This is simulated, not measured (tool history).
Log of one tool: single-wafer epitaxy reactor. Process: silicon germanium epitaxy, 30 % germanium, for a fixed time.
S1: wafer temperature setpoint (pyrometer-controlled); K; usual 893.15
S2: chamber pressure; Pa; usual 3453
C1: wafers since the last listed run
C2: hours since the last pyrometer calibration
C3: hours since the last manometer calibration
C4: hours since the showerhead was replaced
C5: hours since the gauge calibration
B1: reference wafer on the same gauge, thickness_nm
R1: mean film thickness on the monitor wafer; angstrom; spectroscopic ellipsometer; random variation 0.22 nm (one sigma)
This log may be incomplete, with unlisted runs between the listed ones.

run,day,S1,S2,C1,C2,C3,C4,C5,B1,R1
1,0,893.15,3453,0,2138.9,2251.3,6193.3,92,112.786,1004.92
2,0.558,893.15,3453,153,2152.3,2264.7,6206.7,105.4,112.808,1002.04
3,1.012,893.15,3453,124,2163.2,2275.6,6217.6,116.3,112.774,1003.25
4,1.608,884.15,3666,163,2177.5,2289.9,6231.9,130.6,112.806,897.44
5,2.15,884.15,3666,148,2190.5,2302.9,6244.9,143.6,112.765,894.85
# day 2.571: showerhead replaced
6,2.592,883.15,3826,29,2201.1,2313.5,0.5,154.2,112.816,895.32
7,3.25,883.15,3826,181,2216.9,2329.3,16.3,170,112.816,891.11
8,3.779,883.15,3826,145,2229.6,2342,29,182.7,112.8,894.6
9,4.121,893.15,3453,93,2237.8,2350.2,37.2,190.9,112.823,1005.39
10,4.438,893.15,3453,87,2245.4,2357.8,44.8,198.5,112.775,1006.29
11,4.696,893.15,2866,71,2251.6,2364,51,204.7,112.796,942.32
12,5.396,893.15,3453,192,2268.4,2380.8,67.8,221.5,112.864,1001.42
13,6.121,893.15,3453,199,2285.8,2398.2,85.2,238.9,112.806,1006.55
14,6.783,899.15,3080,182,2301.7,2414.1,101.1,254.8,112.845,1059.26
15,7.233,883.15,2760,123,2312.5,2424.9,111.9,265.6,112.847,796.95
16,7.6,893.15,3453,100,2321.3,2433.7,120.7,274.4,112.759,1013.49
17,8.15,893.15,3706,151,2334.5,2446.9,133.9,287.6,112.827,1036.93
# day 8.508: pyrometer calibrated
18,8.529,893.15,2666,12,0.5,2456,143,296.7,112.809,864.22
19,9.05,886.15,2880,143,13,2468.5,155.5,309.2,112.835,802.69
# day 9.471: capacitance manometer re-zeroed and calibrated
20,9.492,893.15,2666,29,23.6,0.5,166.1,319.8,112.779,863.68
21,10.171,897.15,3920,186,39.9,16.8,182.4,336.1,112.798,1060.48
# day 10.538: gauge calibrated
22,10.871,893.15,3453,192,56.7,33.6,199.2,8,112.873,952.08
23,11.6,885.15,3120,200,74.2,51.1,216.7,25.5,112.755,809.87
24,11.921,889.15,3453,88,81.9,58.8,224.4,33.2,112.827,894.77
25,12.338,893.15,3453,114,91.9,68.8,234.4,43.2,112.773,952.73
26,12.654,907.15,2893,87,99.5,76.4,242,50.8,112.802,1107.15
27,13.221,893.15,3453,155,113.1,90,255.6,64.4,112.827,956.51
28,13.542,893.15,3453,88,120.8,97.7,263.3,72.1,112.804,955.34
29,14.004,908.15,2786,127,131.9,108.8,274.4,83.2,112.834,1110.52
30,14.554,885.15,3453,151,145.1,122,287.6,96.4,112.756,843.67
31,14.888,898.15,3453,91,153.1,130,295.6,104.4,112.862,1027.31
32,15.633,883.15,3826,205,171,147.9,313.5,122.3,112.807,847.56
33,16,883.15,2733,100,179.8,156.7,322.3,131.1,112.791,751.75
34,16.521,893.15,3453,143,192.3,169.2,334.8,143.6,112.832,955.47
35,16.808,907.15,3706,79,199.2,176.1,341.7,150.5,112.761,1207.9
36,17.292,893.15,3453,132,210.8,187.7,353.3,162.1,112.798,952.29

How would selected steps in R1 from run to run divide? Give the signed amount a tool lacking its hidden state would still show from settings, what came in and random variation, and the signed amount left for the hidden state, including any gauge scatter that is not in both of the compared results.
Hidden conditions of the tool in this case: wafer temperature above the value expected at the setpoint (K); true pressure above the setpoint (%); gauge reads high (%).
Run 14 -> 15: S1 899.15 -> 883.15, S2 3080 -> 2760. R1 -262.31 angstrom: hidden state -12.92, all else -249.39.
Run 15 -> 16: S1 883.15 -> 893.15, S2 2760 -> 3453. R1 +216.54 angstrom: hidden state +11.53, all else +205.01.
Run 17 -> 18: S2 3706 -> 2666, pyrometer calibrated. R1 -172.71 angstrom: hidden state -60.12, all else -112.59.
Run 29 -> 30: S1 908.15 -> 885.15, S2 2786 -> 3453. R1 -266.85 angstrom: hidden state -0.16, all else -266.69.
Run 35 -> 36: S1 907.15 -> 893.15, S2 3706 -> 3453. R1 -255.61 angstrom: hidden state -0.56, all else -255.05.
